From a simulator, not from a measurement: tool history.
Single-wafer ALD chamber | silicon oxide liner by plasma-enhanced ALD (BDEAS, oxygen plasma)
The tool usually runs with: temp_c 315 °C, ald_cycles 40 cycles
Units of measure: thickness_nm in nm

run   hour  temp_c  ald_cycles  read-back reference wafer on the same gauge, thickness_nm  thickness_nm
  1      0     315          34                                                      3.345         3.222
  2   29.4     315          34                                                      3.338         3.192
  3   41.7     320          40                                                      3.339         3.732
  4   59.9     320          40                                                      3.335         3.786
  5   89.4     304          43                                                      3.328          4.14
  6  101.9     309          40                                                      3.329         3.789
  7  122.2     309          40                                                      3.326         3.765
  8  139.7     325          40                                                      3.321         3.722
  9  158.6     325          40                                                      3.317         3.717
 10  172.8     325          40                                                      3.315         3.695
 11  194.3     315          40                                                      3.312         3.742
 12  208.5     315          40                                                       3.31         3.744
 13  243.3     315          40                                                      3.304          3.75
 14    277     318          40                                                      3.297         3.697
 15  289.7     315          40                                                      3.294         3.705
 16    314     315          40                                                      3.289         3.733
 17  329.6     320          43                                                      3.287         4.002
     351.8  -- thermocouple changed; heater temperature recalibrated
 18  352.3     309          40                                                       3.28         3.731
 19  387.9     307          34                                                      3.268         3.196
     401.5  -- gauge calibrated
 20    410     315          40                                                      3.384         3.847
 21  513.3     315          40                                                       3.38         3.835
 22  547.9     309          47                                                      3.378         4.519
 23  571.7     315          40                                                      3.379         3.786
 24  592.5     304          48                                                      3.374         4.652
 25    607     302          47                                                      3.376         4.575
 26  638.8     306          44                                                      3.369         4.238
 27  664.5     309          47                                                      3.371         4.526
 28  682.1     315          48                                                      3.371         4.553
 29  694.4     320          36                                                      3.369         3.406
 30  729.7     315          40                                                      3.366         3.792
 31  748.5     307          35                                                      3.362         3.347
 32  769.6     322          44                                                      3.359         4.147

Below are 5 alternative next runs, each starting from the tool's condition after run 32. Predict each:
  A  770.1     315          45                                                          ?             ?
  B  770.1     329          47                                                          ?             ?
  C  770.1     322          43                                                          ?             ?
  D  770.1     315          38                                                          ?             ?
  E  770.1     300          35                                                          ?             ?

run  read-back reference wafer on the same gauge, thickness_nm  thickness_nm
  A                                                      3.363         4.262
  B                                                      3.363          4.37
  C                                                      3.363         4.035
  D                                                      3.363         3.599
  E                                                      3.363          3.38
Without the tool's unlogged condition, the same runs would have read:
run  thickness_nm
  A         4.286
  B         4.394
  C         4.057
  D         3.619
  E         3.399
